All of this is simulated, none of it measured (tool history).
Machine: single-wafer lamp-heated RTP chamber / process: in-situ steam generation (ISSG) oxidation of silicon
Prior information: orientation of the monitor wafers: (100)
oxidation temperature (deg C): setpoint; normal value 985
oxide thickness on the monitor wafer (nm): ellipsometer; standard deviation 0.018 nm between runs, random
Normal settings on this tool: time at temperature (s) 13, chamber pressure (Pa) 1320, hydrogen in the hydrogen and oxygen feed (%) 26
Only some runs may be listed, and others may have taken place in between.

run	hour	oxidation temperature (deg C)	time at temperature (s)	chamber pressure (Pa)	hydrogen in the hydrogen and oxygen feed (%)	read-back reference wafer on the same gauge, thickness	oxide thickness on the monitor wafer (nm)
1	0.0	985	13	1320	26	4.630	4.177
2	30.0	985	13	1320	26	4.632	4.186
3	60.5	985	13	1320	28	4.632	4.263
4	75.8	985	13	1360	26	4.626	4.156
5	96.7	985	13	1360	26	4.630	4.160
6	117.8	985	13	1360	26	4.628	4.149
7	149.3	985	13	1320	26	4.635	4.176
8	164.3	985	13	1320	26	4.626	4.194
9	186.8	985	13	1320	26	4.631	4.177
# hour 212.2: hydrogen flow controller replaced
10	217.5	985	16	1320	26	4.628	4.560
11	239.6	981	13	1360	26	4.630	4.116
12	255.3	985	13	1320	26	4.632	4.199
13	286.0	985	13	1320	26	4.633	4.171
14	321.5	969	13	1320	26	4.628	3.974
15	341.7	985	9	1360	32	4.630	3.776
16	374.4	985	8	1267	32	4.628	3.677
17	395.1	985	15	1320	32	4.632	4.653
# hour 408.4: pressure gauge zeroed
18	408.9	985	13	1320	19	4.635	3.903
19	421.7	985	18	1187	26	4.629	4.899
# hour 427.8: gauge calibrated
20	449.4	1000	15	1320	18	4.626	4.282
21	471.9	985	17	1320	19	4.630	4.378
22	495.6	985	13	1320	26	4.632	4.140
23	522.7	972	13	1320	26	4.630	4.024
# hour 556.9: pyrometer window cleaned and pyrometer calibrated
24	557.4	985	13	1320	26	4.630	4.166
25	575.7	985	11	1320	26	4.629	3.864
26	590.6	985	13	1320	26	4.633	4.194
27	614.9	970	11	1320	20	4.632	3.522
28	633.9	974	16	1360	29	4.632	4.460
29	666.3	985	13	1120	23	4.627	4.142
30	701.4	977	13	1267	16	4.628	3.678
31	735.9	1002	12	1320	21	4.631	4.068

Hidden state, per run?
true wafer temperature minus pyrometer reading, K: 0, the same for each run
true pressure minus gauge reading, Torr: 0, the same for each run
deviation of the hydrogen flow from its setpoint, %: 0, the same for each run
gauge reads high (%): 0, the same for each run

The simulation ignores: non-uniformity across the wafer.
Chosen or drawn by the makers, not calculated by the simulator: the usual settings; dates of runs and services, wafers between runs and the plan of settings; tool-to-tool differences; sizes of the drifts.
